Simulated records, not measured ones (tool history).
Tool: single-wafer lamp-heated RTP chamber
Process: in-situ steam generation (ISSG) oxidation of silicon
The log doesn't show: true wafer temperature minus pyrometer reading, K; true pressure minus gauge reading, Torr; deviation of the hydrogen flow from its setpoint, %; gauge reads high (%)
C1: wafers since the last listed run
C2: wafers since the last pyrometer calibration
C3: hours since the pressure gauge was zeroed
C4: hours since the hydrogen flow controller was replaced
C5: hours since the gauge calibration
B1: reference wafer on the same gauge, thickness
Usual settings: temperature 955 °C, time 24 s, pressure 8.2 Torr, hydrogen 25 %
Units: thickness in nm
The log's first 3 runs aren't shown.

run 4 hour=190.7 | temperature=951 time=19 pressure=8.2 hydrogen=25 | C1=390 C2=1707 C3=1817.3 C4=1827.3 C5=774 | B1=4.571 | thickness=5.156
run 5 hour=217.8 | temperature=951 time=19 pressure=8.2 hydrogen=25 | C1=157 C2=1864 C3=1844.4 C4=1854.4 C5=801.1 | B1=4.569 | thickness=5.161
run 6 hour=267.4 | temperature=951 time=19 pressure=8.2 hydrogen=25 | C1=288 C2=2153 C3=1894 C4=1904 C5=850.7 | B1=4.569 | thickness=5.17
run 7 hour=315.7 | temperature=955 time=24 pressure=8.8 hydrogen=25 | C1=280 C2=2434 C3=1942.3 C4=1952.3 C5=899 | B1=4.571 | thickness=5.734
run 8 hour=396.4 | temperature=955 time=24 pressure=7.6 hydrogen=30 | C1=469 C2=2903 C3=2023 C4=2033 C5=979.7 | B1=4.57 | thickness=6.09
-- hour=459.1 pyrometer window cleaned and pyrometer calibrated
run 9 hour=491.3 | temperature=955 time=24 pressure=7.6 hydrogen=30 | C1=505 C2=187 C3=2117.9 C4=2127.9 C5=1074.6 | B1=4.57 | thickness=6.005
run 10 hour=518.2 | temperature=955 time=24 pressure=8.2 hydrogen=25 | C1=156 C2=343 C3=2144.8 C4=2154.8 C5=1101.5 | B1=4.57 | thickness=5.748
run 11 hour=568.4 | temperature=955 time=24 pressure=8.2 hydrogen=25 | C1=291 C2=635 C3=2195 C4=2205 C5=1151.7 | B1=4.569 | thickness=5.729
run 12 hour=605.1 | temperature=955 time=24 pressure=8.2 hydrogen=25 | C1=213 C2=848 C3=2231.7 C4=2241.7 C5=1188.4 | B1=4.57 | thickness=5.727
run 13 hour=657.6 | temperature=955 time=24 pressure=7.9 hydrogen=25 | C1=305 C2=1154 C3=2284.2 C4=2294.2 C5=1240.9 | B1=4.57 | thickness=5.749
run 14 hour=711.2 | temperature=955 time=24 pressure=7.9 hydrogen=25 | C1=311 C2=1466 C3=2337.8 C4=2347.8 C5=1294.5 | B1=4.57 | thickness=5.768
run 15 hour=752.8 | temperature=955 time=24 pressure=7.9 hydrogen=25 | C1=241 C2=1707 C3=2379.4 C4=2389.4 C5=1336.1 | B1=4.57 | thickness=5.78
-- hour=788.2 gauge calibrated
run 16 hour=791.4 | temperature=955 time=33 pressure=8.2 hydrogen=25 | C1=224 C2=1932 C3=2418 C4=2428 C5=3.2 | B1=4.569 | thickness=6.656
run 17 hour=843.6 | temperature=955 time=21 pressure=8.2 hydrogen=25 | C1=303 C2=2236 C3=2470.2 C4=2480.2 C5=55.4 | B1=4.57 | thickness=5.472
run 18 hour=912.1 | temperature=955 time=24 pressure=8.2 hydrogen=25 | C1=398 C2=2634 C3=2538.7 C4=2548.7 C5=123.9 | B1=4.57 | thickness=5.798

Run 19 comes next. What will it give?
-- hour=975.3 pressure gauge zeroed
run 19 hour=975.8 | temperature=944 time=32 pressure=7.6 hydrogen=31 | C1=323 C2=2958 C3=0.5 C4=2612.4 C5=187.6 | B1=? | thickness=?

B1: 4.569
thickness: 6.726 nm
Without the tool's hidden state the same run would have given thickness 6.569 nm.

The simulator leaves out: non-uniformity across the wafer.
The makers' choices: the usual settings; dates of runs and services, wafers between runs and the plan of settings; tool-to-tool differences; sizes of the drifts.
